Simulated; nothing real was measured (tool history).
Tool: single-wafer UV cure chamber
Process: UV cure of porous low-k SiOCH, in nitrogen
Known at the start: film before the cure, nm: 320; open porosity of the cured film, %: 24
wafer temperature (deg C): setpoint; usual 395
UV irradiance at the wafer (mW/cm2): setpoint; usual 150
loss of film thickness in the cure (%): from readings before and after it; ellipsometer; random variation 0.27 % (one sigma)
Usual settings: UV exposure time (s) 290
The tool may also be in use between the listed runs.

run,hour,wafer temperature (deg C),UV exposure time (s),UV irradiance at the wafer (mW/cm2),wafers since the last listed run,hours since the UV bulbs were replaced,wafers since the quartz window was cleaned,loss of film thickness in the cure (%)
1,0.0,395,290,150,0,1434.9,9,16.680
2,64.1,395,290,150,383,1499.0,393,16.665
3,93.5,395,205,150,176,1528.4,569,14.687
4,146.7,395,290,150,318,1581.6,887,16.278
5,200.8,395,290,150,324,1635.7,1211,16.453
6,232.8,395,290,150,191,1667.7,1403,16.742
7,259.0,395,290,120,156,1693.9,1560,15.461
8,362.6,395,290,120,620,1797.5,2181,15.138
9,409.5,395,290,150,280,1844.4,2462,16.356
10,466.3,395,290,150,340,1901.2,2802,16.613
# hour 491.3: quartz window cleaned
11,494.3,395,290,150,119,1929.2,18,16.019
12,615.4,395,290,150,725,2050.3,743,16.542
13,681.1,395,290,150,393,2116.0,1136,15.991
14,717.9,395,290,150,220,2152.8,1357,16.618
15,772.9,395,290,150,329,2207.8,1686,16.616
16,843.0,395,290,150,419,2277.9,2106,16.236
17,901.7,395,290,150,351,2336.6,2458,16.302
18,932.9,395,290,150,186,2367.8,2645,16.932
19,972.4,395,290,150,236,2407.3,2881,15.936
20,996.8,395,290,150,146,2431.7,3028,16.616
21,1040.7,395,290,150,262,2475.6,3290,15.953
# hour 1052.3: quartz window cleaned
22,1255.8,395,290,150,1240,2690.7,1218,16.466
23,1291.1,395,290,150,211,2726.0,1430,16.587
24,1365.1,395,290,150,443,2800.0,1873,16.595
25,1423.9,378,365,180,352,2858.8,2225,17.581
# hour 1471.9: UV bulbs replaced
26,1474.8,403,140,120,256,2.9,2482,11.892
# hour 1520.1: quartz window cleaned
27,1650.6,395,290,150,1005,178.7,781,16.403
28,1708.6,395,290,150,347,236.7,1129,16.692
29,1750.0,395,290,150,247,278.1,1377,16.102
30,1788.6,395,290,150,231,316.7,1608,15.879
31,1849.4,395,290,150,364,377.5,1972,16.566
32,1899.0,389,400,111,297,427.1,2269,16.622
33,1940.3,384,365,176,247,468.4,2517,18.048
34,1999.2,380,290,180,352,527.3,2870,16.526
# hour 2050.5: quartz window cleaned
35,2063.6,395,290,150,337,591.7,78,16.468
36,2119.5,378,385,133,334,647.6,413,17.121
37,2173.4,381,230,185,322,701.5,736,16.119
38,2318.8,395,290,150,870,846.9,1607,16.147
39,2345.5,408,400,150,159,873.6,1766,17.976
40,2411.7,395,290,176,396,939.8,2163,17.731
41,2449.8,395,290,150,228,977.9,2391,16.284
42,2486.0,411,290,150,216,1014.1,2608,16.756
43,2528.6,395,445,150,255,1056.7,2863,17.929
# hour 2559.7: quartz window cleaned
44,2573.4,378,365,180,220,1101.5,82,18.188
45,2621.1,395,450,119,285,1149.2,367,17.494
46,2689.9,411,120,150,412,1218.0,779,12.013
47,2749.5,376,290,150,357,1277.6,1136,15.906

4 ways to go on from here, each from the tool as it stands after run 47. What would each give?
A,2750.0,395,290,150,2,1278.1,1139,?
B,2750.0,395,290,185,2,1278.1,1139,?
C,2750.0,378,420,168,2,1278.1,1139,?
D,2750.0,414,290,150,2,1278.1,1139,?

run,loss of film thickness in the cure (%)
A,16.449
B,17.558
C,18.650
D,16.829
Without the tool's hidden state the same runs would have given:
run,loss of film thickness in the cure (%)
A,16.449
B,17.558
C,18.650
D,16.829
